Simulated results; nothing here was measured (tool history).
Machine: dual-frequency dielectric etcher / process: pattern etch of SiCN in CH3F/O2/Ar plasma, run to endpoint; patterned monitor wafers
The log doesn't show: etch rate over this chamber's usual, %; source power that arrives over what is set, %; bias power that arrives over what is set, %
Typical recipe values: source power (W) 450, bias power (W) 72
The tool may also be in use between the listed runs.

run   hour  source power (W)  bias power (W)  wafers since the last listed run  hours since the last wet clean  hours since the last source power generator calibration  hours since the last bias power generator calibration  hours since the last upper electrode change  incoming incoming film thickness, nm  endpoint time (s)
  1    0.0               450              72                                 0                           222.1                                                   2963.7                                                 2260.6                                       5850.2                                 11.70               31.2
  2   15.6               450              72                               239                           237.7                                                   2979.3                                                 2276.2                                       5865.8                                 11.78               31.5
  3   49.3               480              72                               516                           271.4                                                   3013.0                                                 2309.9                                       5899.5                                 11.86               30.9
  4   91.4               480              72                               645                           313.5                                                   3055.1                                                 2352.0                                       5941.6                                 11.85               30.8
  5  118.9               450              72                               421                           341.0                                                   3082.6                                                 2379.5                                       5969.1                                 11.88               32.0
  6  147.4               450              77                               436                           369.5                                                   3111.1                                                 2408.0                                       5997.6                                 11.71               30.8
  7  166.8               450              62                               297                           388.9                                                   3130.5                                                 2427.4                                       6017.0                                 11.81               33.6
     203.8  -- upper electrode replaced
  8  204.3               450              62                               206                           426.4                                                   3168.0                                                 2464.9                                          0.5                                 11.79               33.6
     210.0  -- source power generator calibrated
  9  214.1               450              62                                88                           436.2                                                      4.1                                                 2474.7                                         10.3                                 11.75               33.4
     244.9  -- wet clean of the chamber
 10  245.4               510              61                               111                             0.5                                                     35.4                                                 2506.0                                         41.6                                 11.77               30.8
 11  262.1               490              72                               255                            17.2                                                     52.1                                                 2522.7                                         58.3                                 11.79               29.9
 12  297.6               500              72                               543                            52.7                                                     87.6                                                 2558.2                                         93.8                                 11.75               29.5
 13  309.9               450              72                               188                            65.0                                                     99.9                                                 2570.5                                        106.1                                 11.81               31.2
 14  326.6               450              72                               255                            81.7                                                    116.6                                                 2587.2                                        122.8                                 11.78               31.3
 15  347.7               450              72                               323                           102.8                                                    137.7                                                 2608.3                                        143.9                                 11.89               31.6
     364.1  -- bias power generator calibrated
 16  371.4               450              64                               301                           126.5                                                    161.4                                                    7.3                                        167.6                                 11.95               33.2
 17  388.1               370              61                               255                           143.2                                                    178.1                                                   24.0                                        184.3                                 11.83               36.9
 18  400.3               520              62                               186                           155.4                                                    190.3                                                   36.2                                        196.5                                 11.84               30.9
 19  415.8               450              81                               237                           170.9                                                    205.8                                                   51.7                                        212.0                                 11.83               30.5
 20  431.0               450              72                               232                           186.1                                                    221.0                                                   66.9                                        227.2                                 11.79               31.5
 21  461.4               450              81                               465                           216.5                                                    251.4                                                   97.3                                        257.6                                 11.76               30.3
 22  475.5               390              72                               216                           230.6                                                    265.5                                                  111.4                                        271.7                                 11.73               33.8
 23  489.0               370              87                               206                           244.1                                                    279.0                                                  124.9                                        285.2                                 11.78               32.7
 24  517.2               350              89                               432                           272.3                                                    307.2                                                  153.1                                        313.4                                 11.74               33.3
 25  550.2               400              84                               505                           305.3                                                    340.2                                                  186.1                                        346.4                                 11.78               32.0
 26  580.9               410              79                               470                           336.0                                                    370.9                                                  216.8                                        377.1                                 11.80               32.5
 27  604.4               350              72                               360                           359.5                                                    394.4                                                  240.3                                        400.6                                 11.73               36.2
     645.1  -- wet clean of the chamber
 28  645.6               450              72                               263                             0.5                                                    435.6                                                  281.5                                        441.8                                 11.83               30.9
 29  659.8               520              80                               217                            14.7                                                    449.8                                                  295.7                                        456.0                                 11.86               27.9

Give the tool's hidden conditions for every run:
source power that arrives over what is set, %: 0 on each run
bias power that arrives over what is set, %: 0 on each run
H1: etch rate over this chamber's usual, %
run      H1
  1   -2.09
  2    -2.2
  3   -2.46
  4   -2.78
  5   -2.98
  6    -3.2
  7   -3.34
  8   -3.63
  9    -3.7
 10  -0.839
 11  -0.965
 12   -1.23
 13   -1.33
 14   -1.45
 15   -1.61
 16   -1.79
 17   -1.92
 18   -2.01
 19   -2.13
 20   -2.24
 21   -2.47
 22   -2.58
 23   -2.68
 24   -2.89
 25   -3.14
 26   -3.37
 27   -3.55
 28   0.168
 29  0.0606

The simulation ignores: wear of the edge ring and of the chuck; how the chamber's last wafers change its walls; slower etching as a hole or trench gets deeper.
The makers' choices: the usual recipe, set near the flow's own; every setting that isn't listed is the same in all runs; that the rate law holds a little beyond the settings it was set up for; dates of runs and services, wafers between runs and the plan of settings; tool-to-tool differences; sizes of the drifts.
